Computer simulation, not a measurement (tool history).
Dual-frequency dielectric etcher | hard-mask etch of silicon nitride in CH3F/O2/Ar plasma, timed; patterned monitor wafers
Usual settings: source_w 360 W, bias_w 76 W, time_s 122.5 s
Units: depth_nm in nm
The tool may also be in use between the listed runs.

| run | day | source_w | bias_w | time_s | wafers since the last listed run | hours since the last wet clean | hours since the last source power generator calibration | hours since the last bias power generator calibration | hours since the last upper electrode change | hours since the gauge calibration | read-back reference wafer on the same gauge, depth_nm | depth_nm |
|---|---|---|---|---|---|---|---|---|---|---|---|---|
| 1 | 0 | 360 | 76 | 122.5 | 0 | 386 | 2625.2 | 1366 | 391.4 | 629.1 | 66.6 | 81.9 |
| 2 | 1.521 | 360 | 76 | 122.5 | 391 | 422.5 | 2661.7 | 1402.5 | 427.9 | 665.6 | 66.4 | 83.3 |
|  | 2.525 | wet clean of the chamber |
| 3 | 3.354 | 360 | 76 | 122.5 | 214 | 19.9 | 2705.7 | 1446.5 | 471.9 | 709.6 | 66.6 | 80.4 |
| 4 | 7.154 | 360 | 76 | 122.5 | 978 | 111.1 | 2796.9 | 1537.7 | 563.1 | 800.8 | 66.5 | 82 |
| 5 | 11.617 | 360 | 76 | 122.5 | 1148 | 218.2 | 2904 | 1644.8 | 670.2 | 907.9 | 66.5 | 82.4 |
| 6 | 14.012 | 360 | 76 | 122.5 | 616 | 275.7 | 2961.5 | 1702.3 | 727.7 | 965.4 | 66.4 | 81.8 |
| 7 | 15.829 | 360 | 76 | 122.5 | 467 | 319.3 | 3005.1 | 1745.9 | 771.3 | 1009 | 66.5 | 82.6 |
| 8 | 19.621 | 360 | 76 | 122.5 | 976 | 410.3 | 3096.1 | 1836.9 | 862.3 | 1100 | 66.5 | 84.4 |
|  | 21.425 | wet clean of the chamber |
| 9 | 23.192 | 360 | 76 | 122.5 | 661 | 42.4 | 3181.8 | 1922.6 | 948 | 1185.7 | 66.5 | 80 |
| 10 | 27.679 | 360 | 76 | 122.5 | 1155 | 150.1 | 3289.5 | 2030.3 | 1055.7 | 1293.4 | 66.4 | 80.8 |
|  | 30.45 | bias power generator calibrated |
| 11 | 31.567 | 360 | 76 | 122.5 | 957 | 243.4 | 3382.8 | 26.8 | 1149 | 1386.7 | 66.4 | 82.1 |
|  | 42.038 | wet clean of the chamber |
| 12 | 42.058 | 360 | 76 | 122.5 | 2443 | 0.5 | 3634.6 | 278.6 | 1400.8 | 1638.5 | 66.5 | 80.4 |
| 13 | 43.304 | 360 | 76 | 122.5 | 320 | 30.4 | 3664.5 | 308.5 | 1430.7 | 1668.4 | 66.6 | 78.8 |
| 14 | 46.496 | 360 | 76 | 122.5 | 821 | 107 | 3741.1 | 385.1 | 1507.3 | 1745 | 66.5 | 80.4 |
| 15 | 49.542 | 360 | 94 | 122.5 | 784 | 180.1 | 3814.2 | 458.2 | 1580.4 | 1818.1 | 66.4 | 85.2 |
|  | 53.046 | gauge calibrated |
| 16 | 53.746 | 360 | 65 | 122.5 | 1082 | 281 | 3915.1 | 559.1 | 1681.3 | 16.8 | 66.5 | 79.4 |
| 17 | 55.392 | 360 | 62 | 122.5 | 423 | 320.5 | 3954.6 | 598.6 | 1720.8 | 56.3 | 66.5 | 79.4 |
| 18 | 58.488 | 400 | 67 | 107 | 796 | 394.8 | 4028.9 | 672.9 | 1795.1 | 130.6 | 66.6 | 74.1 |
| 19 | 60.383 | 360 | 76 | 122.5 | 488 | 440.3 | 4074.4 | 718.4 | 1840.6 | 176.1 | 66.6 | 83.5 |
| 20 | 62.138 | 360 | 76 | 99.5 | 451 | 482.4 | 4116.5 | 760.5 | 1882.7 | 218.2 | 66.5 | 67.6 |
|  | 64.062 | source power generator calibrated |
| 21 | 64.508 | 360 | 76 | 100 | 567 | 539.3 | 10.7 | 817.4 | 1939.6 | 275.1 | 66.5 | 68.4 |
|  | 65.904 | wet clean of the chamber |
| 22 | 67.096 | 430 | 93 | 98.5 | 408 | 28.6 | 72.8 | 879.5 | 2001.7 | 337.2 | 66.6 | 71.8 |
| 23 | 69.875 | 310 | 68 | 122.5 | 715 | 95.3 | 139.5 | 946.2 | 2068.4 | 403.9 | 66.5 | 72.3 |
|  | 72.508 | upper electrode replaced |
| 24 | 72.667 | 300 | 82 | 153.5 | 461 | 162.3 | 206.5 | 1013.2 | 3.8 | 470.9 | 66.6 | 92.9 |
| 25 | 76.825 | 360 | 92 | 122.5 | 1070 | 262.1 | 306.3 | 1113 | 103.6 | 570.7 | 66.7 | 84.2 |
| 26 | 79.371 | 360 | 85 | 122.5 | 655 | 323.2 | 367.4 | 1174.1 | 164.7 | 631.8 | 66.4 | 82.5 |
| 27 | 82.592 | 360 | 76 | 122.5 | 829 | 400.5 | 444.7 | 1251.4 | 242 | 709.1 | 66.5 | 81.8 |
|  | 87.258 | wet clean of the chamber |
| 28 | 87.279 | 360 | 76 | 100 | 949 | 0.5 | 557.2 | 1363.9 | 354.5 | 821.6 | 66.5 | 65.1 |
| 29 | 92.975 | 410 | 76 | 122.5 | 1466 | 137.2 | 693.9 | 1500.6 | 491.2 | 958.3 | 66.5 | 85.2 |

5 ways to go on from here, each from the tool as it stands after run 29. What would each give?
| A | 92.996 | 360 | 76 | 122.5 | 5 | 137.7 | 694.4 | 1501.1 | 491.7 | 958.8 | ? | ? |
| B | 92.996 | 360 | 76 | 145 | 5 | 137.7 | 694.4 | 1501.1 | 491.7 | 958.8 | ? | ? |
| C | 92.996 | 420 | 76 | 148 | 5 | 137.7 | 694.4 | 1501.1 | 491.7 | 958.8 | ? | ? |
| D | 92.996 | 360 | 61 | 138.5 | 5 | 137.7 | 694.4 | 1501.1 | 491.7 | 958.8 | ? | ? |
| E | 92.996 | 360 | 69 | 122.5 | 5 | 137.7 | 694.4 | 1501.1 | 491.7 | 958.8 | ? | ? |

| run | read-back reference wafer on the same gauge, depth_nm | depth_nm |
|---|---|---|
| A | 66.4 | 81.3 |
| B | 66.4 | 96.3 |
| C | 66.4 | 105.2 |
| D | 66.4 | 88.7 |
| E | 66.4 | 80 |
Without the tool's hidden state the same runs would have given:
| run | depth_nm |
|---|---|
| A | 80.2 |
| B | 94.9 |
| C | 103.8 |
| D | 87.5 |
| E | 78.9 |
